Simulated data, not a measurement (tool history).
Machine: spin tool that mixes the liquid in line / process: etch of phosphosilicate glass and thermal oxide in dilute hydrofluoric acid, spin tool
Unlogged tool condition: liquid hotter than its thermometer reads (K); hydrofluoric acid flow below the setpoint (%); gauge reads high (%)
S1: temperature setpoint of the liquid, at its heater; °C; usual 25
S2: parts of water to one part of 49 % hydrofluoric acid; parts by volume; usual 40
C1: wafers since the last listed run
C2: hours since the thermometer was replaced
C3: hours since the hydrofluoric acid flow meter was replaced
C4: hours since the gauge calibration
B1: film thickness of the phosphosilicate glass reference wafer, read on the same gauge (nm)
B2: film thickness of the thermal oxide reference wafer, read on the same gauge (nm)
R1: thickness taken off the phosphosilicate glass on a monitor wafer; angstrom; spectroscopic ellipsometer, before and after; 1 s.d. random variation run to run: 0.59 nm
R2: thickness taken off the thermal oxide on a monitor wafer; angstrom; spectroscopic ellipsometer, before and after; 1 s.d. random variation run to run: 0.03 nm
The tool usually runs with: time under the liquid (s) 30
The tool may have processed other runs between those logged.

run 1 day=0 | S1=25 S2=40 time_under_the_liquid_(s)=30 | C1=0 C2=1528.7 C3=473 C4=25.1 | B1=120.01 B2=150.003 | R1=850.8 R2=40.43
run 2 day=0.271 | S1=25 S2=40 time_under_the_liquid_(s)=30 | C1=126 C2=1535.2 C3=479.5 C4=31.6 | B1=120.01 B2=149.976 | R1=856.1 R2=40.46
run 3 day=0.625 | S1=25 S2=40 time_under_the_liquid_(s)=40 | C1=165 C2=1543.7 C3=488 C4=40.1 | B1=119.98 B2=150.025 | R1=1145.3 R2=53.19
run 4 day=0.904 | S1=25 S2=40 time_under_the_liquid_(s)=40 | C1=130 C2=1550.4 C3=494.7 C4=46.8 | B1=120.01 B2=149.992 | R1=1143.6 R2=53.49
run 5 day=1.162 | S1=25 S2=40 time_under_the_liquid_(s)=40 | C1=120 C2=1556.6 C3=500.9 C4=53 | B1=120.02 B2=149.966 | R1=1149.4 R2=54.34
run 6 day=1.704 | S1=25 S2=40 time_under_the_liquid_(s)=30 | C1=253 C2=1569.6 C3=513.9 C4=66 | B1=119.98 B2=149.955 | R1=852.3 R2=40.5
run 7 day=2.225 | S1=25 S2=40 time_under_the_liquid_(s)=30 | C1=243 C2=1582.1 C3=526.4 C4=78.5 | B1=120 B2=150.002 | R1=867.7 R2=40.21
run 8 day=2.946 | S1=29 S2=30 time_under_the_liquid_(s)=20 | C1=336 C2=1599.4 C3=543.7 C4=95.8 | B1=120.01 B2=150.006 | R1=919.1 R2=43.51
run 9 day=3.629 | S1=25 S2=40 time_under_the_liquid_(s)=30 | C1=319 C2=1615.8 C3=560.1 C4=112.2 | B1=120 B2=149.987 | R1=858.8 R2=40.43
run 10 day=4.292 | S1=25 S2=40 time_under_the_liquid_(s)=30 | C1=309 C2=1631.7 C3=576 C4=128.1 | B1=120 B2=150.011 | R1=860.6 R2=40.11
run 11 day=4.638 | S1=26.5 S2=25 time_under_the_liquid_(s)=15 | C1=161 C2=1640 C3=584.3 C4=136.4 | B1=120 B2=149.992 | R1=759 R2=35.45
-- day=5.312 thermometer replaced
run 12 day=5.333 | S1=22 S2=40 time_under_the_liquid_(s)=15 | C1=305 C2=0.5 C3=601 C4=153.1 | B1=119.98 B2=150.001 | R1=337.3 R2=15.88
run 13 day=5.871 | S1=23 S2=40 time_under_the_liquid_(s)=30 | C1=251 C2=13.4 C3=613.9 C4=166 | B1=120.01 B2=149.994 | R1=692.7 R2=32.65
run 14 day=6.521 | S1=21 S2=50 time_under_the_liquid_(s)=40 | C1=303 C2=29 C3=629.5 C4=181.6 | B1=120.04 B2=149.997 | R1=663.7 R2=31.69
run 15 day=7.308 | S1=27.5 S2=50 time_under_the_liquid_(s)=45 | C1=368 C2=47.9 C3=648.4 C4=200.5 | B1=119.99 B2=149.991 | R1=1002.6 R2=45.8
run 16 day=7.904 | S1=22.5 S2=50 time_under_the_liquid_(s)=45 | C1=278 C2=62.2 C3=662.7 C4=214.8 | B1=119.99 B2=150.028 | R1=801 R2=38.25
run 17 day=8.354 | S1=30 S2=40 time_under_the_liquid_(s)=30 | C1=210 C2=73 C3=673.5 C4=225.6 | B1=119.99 B2=149.953 | R1=924.8 R2=42.8
run 18 day=8.717 | S1=25 S2=60 time_under_the_liquid_(s)=40 | C1=169 C2=81.7 C3=682.2 C4=234.3 | B1=120.02 B2=149.991 | R1=656.4 R2=31.1
run 19 day=9.229 | S1=22 S2=45 time_under_the_liquid_(s)=40 | C1=239 C2=94 C3=694.5 C4=246.6 | B1=119.97 B2=149.984 | R1=787.3 R2=36.65
run 20 day=9.662 | S1=25 S2=40 time_under_the_liquid_(s)=15 | C1=202 C2=104.4 C3=704.9 C4=257 | B1=120.02 B2=149.981 | R1=378.7 R2=17.97
-- day=9.783 hydrofluoric acid flow meter replaced
run 21 day=10.217 | S1=25 S2=40 time_under_the_liquid_(s)=30 | C1=239 C2=117.7 C3=10.4 C4=270.3 | B1=120.01 B2=150.018 | R1=802.2 R2=37.58
run 22 day=10.758 | S1=25 S2=30 time_under_the_liquid_(s)=30 | C1=253 C2=130.7 C3=23.4 C4=283.3 | B1=120 B2=150.02 | R1=1083.2 R2=51.45
run 23 day=11.167 | S1=25 S2=40 time_under_the_liquid_(s)=30 | C1=190 C2=140.5 C3=33.2 C4=293.1 | B1=119.99 B2=150.019 | R1=807.3 R2=37.57
run 24 day=11.721 | S1=25 S2=40 time_under_the_liquid_(s)=35 | C1=258 C2=153.8 C3=46.5 C4=306.4 | B1=120 B2=150 | R1=935.3 R2=44.19
run 25 day=13.542 | S1=25 S2=45 time_under_the_liquid_(s)=40 | C1=850 C2=197.5 C3=90.2 C4=350.1 | B1=120 B2=149.997 | R1=953.6 R2=45.1
run 26 day=14.225 | S1=28.5 S2=45 time_under_the_liquid_(s)=20 | C1=319 C2=213.9 C3=106.6 C4=366.5 | B1=120 B2=150.013 | R1=549.1 R2=25.63
run 27 day=14.842 | S1=22.5 S2=30 time_under_the_liquid_(s)=20 | C1=288 C2=228.7 C3=121.4 C4=381.3 | B1=119.98 B2=149.991 | R1=653.2 R2=30.67

Across each entry between runs, compare the hidden state at the last listed run before it with the hidden state at the first listed run after it:
Run 11 -> run 12: thermometer replaced (day 5.312)
  liquid hotter than its thermometer reads (K): 3.36 -> 0.283; hydrofluoric acid flow below the setpoint (%): 5.28 -> 5.42
  measured minus no-state result, R1: +58.8 -> -16.2 angstrom; R2: +2.75 -> -0.77 angstrom
Run 20 -> run 21: hydrofluoric acid flow meter replaced (day 9.783)
  liquid hotter than its thermometer reads (K): 0.453 -> 0.475; hydrofluoric acid flow below the setpoint (%): 6.31 -> 0.54
  measured minus no-state result, R1: -19.6 -> +10.8 angstrom; R2: -0.93 -> +0.5 angstrom

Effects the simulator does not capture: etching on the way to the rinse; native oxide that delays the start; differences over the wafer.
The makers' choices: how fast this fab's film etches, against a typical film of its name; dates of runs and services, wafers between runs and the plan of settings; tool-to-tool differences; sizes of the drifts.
